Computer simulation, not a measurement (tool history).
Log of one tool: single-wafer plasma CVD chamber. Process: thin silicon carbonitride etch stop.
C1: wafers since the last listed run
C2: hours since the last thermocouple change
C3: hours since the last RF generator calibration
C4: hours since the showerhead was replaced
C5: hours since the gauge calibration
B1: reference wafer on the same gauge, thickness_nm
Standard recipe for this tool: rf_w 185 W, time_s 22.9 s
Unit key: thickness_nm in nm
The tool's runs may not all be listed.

run 1 hour=0 | rf_w=155 time_s=22.9 | C1=0 C2=730.5 C3=804.6 C4=3923 C5=92.1 | B1=13.097 | thickness_nm=11.622
run 2 hour=26.8 | rf_w=155 time_s=22.9 | C1=464 C2=757.3 C3=831.4 C4=3949.8 C5=118.9 | B1=13.096 | thickness_nm=11.626
run 3 hour=71.7 | rf_w=185 time_s=22.9 | C1=778 C2=802.2 C3=876.3 C4=3994.7 C5=163.8 | B1=13.119 | thickness_nm=12.337
run 4 hour=276.4 | rf_w=185 time_s=22.9 | C1=3551 C2=1006.9 C3=1081 C4=4199.4 C5=368.5 | B1=13.095 | thickness_nm=12.265
-- hour=298.9 showerhead replaced
run 5 hour=324.8 | rf_w=185 time_s=22.9 | C1=700 C2=1055.3 C3=1129.4 C4=25.9 C5=416.9 | B1=13.09 | thickness_nm=12.293
-- hour=362.6 thermocouple changed; heater temperature recalibrated
run 6 hour=376.4 | rf_w=200 time_s=22.9 | C1=756 C2=13.8 C3=1181 C4=77.5 C5=468.5 | B1=13.099 | thickness_nm=12.572
-- hour=386.7 RF generator calibrated
run 7 hour=400.5 | rf_w=160 time_s=22.9 | C1=279 C2=37.9 C3=13.8 C4=101.6 C5=492.6 | B1=13.09 | thickness_nm=11.91
run 8 hour=468.5 | rf_w=210 time_s=25.7 | C1=1179 C2=105.9 C3=81.8 C4=169.6 C5=560.6 | B1=13.109 | thickness_nm=14.682
run 9 hour=538.8 | rf_w=170 time_s=26.4 | C1=1219 C2=176.2 C3=152.1 C4=239.9 C5=630.9 | B1=13.096 | thickness_nm=13.949
run 10 hour=597.9 | rf_w=185 time_s=18.8 | C1=1025 C2=235.3 C3=211.2 C4=299 C5=690 | B1=13.103 | thickness_nm=10.266
-- hour=619 gauge calibrated
run 11 hour=623.6 | rf_w=215 time_s=27.3 | C1=445 C2=261 C3=236.9 C4=324.7 C5=4.6 | B1=13.095 | thickness_nm=15.645

Estimate the outcome of run 12 from the log above:
run 12 hour=649.4 | rf_w=200 time_s=21.3 | C1=447 C2=286.8 C3=262.7 C4=350.5 C5=30.4 | B1=? | thickness_nm=?

B1: 13.09
thickness_nm: 11.923 nm
Without the tool's hidden state the same run would have given thickness_nm 12.045 nm.
